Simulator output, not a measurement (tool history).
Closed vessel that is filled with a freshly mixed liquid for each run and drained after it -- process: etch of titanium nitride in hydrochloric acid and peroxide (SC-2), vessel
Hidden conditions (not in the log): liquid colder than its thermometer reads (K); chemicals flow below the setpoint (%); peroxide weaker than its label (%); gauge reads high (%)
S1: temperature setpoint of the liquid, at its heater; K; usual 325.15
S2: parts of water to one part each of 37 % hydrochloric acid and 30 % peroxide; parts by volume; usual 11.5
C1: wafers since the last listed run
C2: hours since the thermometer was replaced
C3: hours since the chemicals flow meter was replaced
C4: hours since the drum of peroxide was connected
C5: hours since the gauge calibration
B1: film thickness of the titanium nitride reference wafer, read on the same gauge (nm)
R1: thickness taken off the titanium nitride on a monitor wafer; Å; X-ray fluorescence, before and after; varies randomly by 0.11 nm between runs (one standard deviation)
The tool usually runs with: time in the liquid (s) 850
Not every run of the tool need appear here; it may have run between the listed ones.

run 1 hour=0.0 | S1=325.15 S2=11.5 time_in_the_liquid_(s)=850 | C1=0 C2=1031.2 C3=1637.4 C4=261.7 C5=402.3 | B1=40.02 | R1=201.1
run 2 hour=34.9 | S1=325.15 S2=11.5 time_in_the_liquid_(s)=850 | C1=2020 C2=1066.1 C3=1672.3 C4=296.6 C5=437.2 | B1=40.01 | R1=203.1
run 3 hour=60.8 | S1=325.15 S2=11.5 time_in_the_liquid_(s)=850 | C1=1499 C2=1092.0 C3=1698.2 C4=322.5 C5=463.1 | B1=39.98 | R1=200.7
run 4 hour=74.0 | S1=325.15 S2=8.0 time_in_the_liquid_(s)=850 | C1=764 C2=1105.2 C3=1711.4 C4=335.7 C5=476.3 | B1=40.01 | R1=271.9
run 5 hour=101.4 | S1=327.65 S2=11.5 time_in_the_liquid_(s)=850 | C1=1586 C2=1132.6 C3=1738.8 C4=363.1 C5=503.7 | B1=39.99 | R1=237.4
run 6 hour=119.2 | S1=327.65 S2=11.5 time_in_the_liquid_(s)=850 | C1=1030 C2=1150.4 C3=1756.6 C4=380.9 C5=521.5 | B1=39.98 | R1=235.0
run 7 hour=139.6 | S1=327.65 S2=11.5 time_in_the_liquid_(s)=850 | C1=1180 C2=1170.8 C3=1777.0 C4=401.3 C5=541.9 | B1=40.01 | R1=236.4
run 8 hour=167.4 | S1=325.15 S2=15.5 time_in_the_liquid_(s)=850 | C1=1609 C2=1198.6 C3=1804.8 C4=429.1 C5=569.7 | B1=39.97 | R1=154.9
run 9 hour=183.4 | S1=325.15 S2=11.5 time_in_the_liquid_(s)=680 | C1=926 C2=1214.6 C3=1820.8 C4=445.1 C5=585.7 | B1=39.98 | R1=159.4
run 10 hour=206.8 | S1=325.15 S2=11.5 time_in_the_liquid_(s)=680 | C1=1354 C2=1238.0 C3=1844.2 C4=468.5 C5=609.1 | B1=40.01 | R1=159.0
run 11 hour=225.4 | S1=325.15 S2=11.5 time_in_the_liquid_(s)=850 | C1=1076 C2=1256.6 C3=1862.8 C4=487.1 C5=627.7 | B1=40.01 | R1=196.8
run 12 hour=256.2 | S1=325.15 S2=11.5 time_in_the_liquid_(s)=850 | C1=1783 C2=1287.4 C3=1893.6 C4=517.9 C5=658.5 | B1=40.05 | R1=195.6
-- hour=277.2 new drum of peroxide connected
run 13 hour=277.7 | S1=325.15 S2=11.5 time_in_the_liquid_(s)=850 | C1=1186 C2=1308.9 C3=1915.1 C4=0.5 C5=680.0 | B1=40.01 | R1=201.5
-- hour=296.9 chemicals flow meter replaced
run 14 hour=297.4 | S1=325.15 S2=11.5 time_in_the_liquid_(s)=850 | C1=1082 C2=1328.6 C3=0.5 C4=20.2 C5=699.7 | B1=39.98 | R1=224.5
run 15 hour=310.1 | S1=329.65 S2=15.0 time_in_the_liquid_(s)=695 | C1=735 C2=1341.3 C3=13.2 C4=32.9 C5=712.4 | B1=40.02 | R1=195.5
run 16 hour=345.7 | S1=331.15 S2=11.5 time_in_the_liquid_(s)=850 | C1=2060 C2=1376.9 C3=48.8 C4=68.5 C5=748.0 | B1=40.02 | R1=332.3
-- hour=367.4 gauge calibrated
run 17 hour=371.3 | S1=325.15 S2=11.5 time_in_the_liquid_(s)=680 | C1=1482 C2=1402.5 C3=74.4 C4=94.1 C5=3.9 | B1=40.02 | R1=179.1
run 18 hour=395.5 | S1=325.15 S2=6.0 time_in_the_liquid_(s)=850 | C1=1400 C2=1426.7 C3=98.6 C4=118.3 C5=28.1 | B1=39.97 | R1=378.6
run 19 hour=430.7 | S1=325.15 S2=11.5 time_in_the_liquid_(s)=850 | C1=2037 C2=1461.9 C3=133.8 C4=153.5 C5=63.3 | B1=39.96 | R1=221.7
run 20 hour=465.1 | S1=331.65 S2=15.0 time_in_the_liquid_(s)=490 | C1=1991 C2=1496.3 C3=168.2 C4=187.9 C5=97.7 | B1=39.97 | R1=154.9
run 21 hour=490.2 | S1=325.15 S2=11.5 time_in_the_liquid_(s)=1250 | C1=1453 C2=1521.4 C3=193.3 C4=213.0 C5=122.8 | B1=40.01 | R1=325.1
-- hour=493.0 thermometer replaced
run 22 hour=511.9 | S1=325.15 S2=9.0 time_in_the_liquid_(s)=365 | C1=1198 C2=18.9 C3=215.0 C4=234.7 C5=144.5 | B1=39.99 | R1=116.1
run 23 hour=526.0 | S1=331.65 S2=11.5 time_in_the_liquid_(s)=850 | C1=816 C2=33.0 C3=229.1 C4=248.8 C5=158.6 | B1=40.01 | R1=335.0
run 24 hour=593.5 | S1=331.65 S2=15.0 time_in_the_liquid_(s)=490 | C1=3907 C2=100.5 C3=296.6 C4=316.3 C5=226.1 | B1=39.99 | R1=153.1
run 25 hour=653.7 | S1=331.65 S2=11.5 time_in_the_liquid_(s)=1300 | C1=3485 C2=160.7 C3=356.8 C4=376.5 C5=286.3 | B1=40.05 | R1=506.8
run 26 hour=687.0 | S1=317.15 S2=11.5 time_in_the_liquid_(s)=850 | C1=1927 C2=194.0 C3=390.1 C4=409.8 C5=319.6 | B1=39.96 | R1=127.2
run 27 hour=711.3 | S1=325.15 S2=11.5 time_in_the_liquid_(s)=850 | C1=1406 C2=218.3 C3=414.4 C4=434.1 C5=343.9 | B1=40.04 | R1=215.9
run 28 hour=742.0 | S1=334.65 S2=16.0 time_in_the_liquid_(s)=1055 | C1=1777 C2=249.0 C3=445.1 C4=464.8 C5=374.6 | B1=40.01 | R1=368.8

For each run, the measured value with the value that run would have given without the tool's hidden condition subtracted. The run-to-run variation is shared by both, the gauge scatter possibly not:
run=1 R1=-24.9
run=2 R1=-25.9
run=3 R1=-26.2
run=4 R1=-33.9
run=5 R1=-32.1
run=6 R1=-32.3
run=7 R1=-33.0
run=8 R1=-23.0
run=9 R1=-23.1
run=10 R1=-23.5
run=11 R1=-29.6
run=12 R1=-30.0
run=13 R1=-24.8
run=14 R1=-2.6
run=15 R1=-2.6
run=16 R1=-5.4
run=17 R1=-3.3
run=18 R1=-7.2
run=19 R1=-5.4
run=20 R1=-4.5
run=21 R1=-9.9
run=22 R1=-3.6
run=23 R1=-11.3
run=24 R1=-6.4
run=25 R1=-23.7
run=26 R1=-6.4
run=27 R1=-11.4
run=28 R1=-21.3
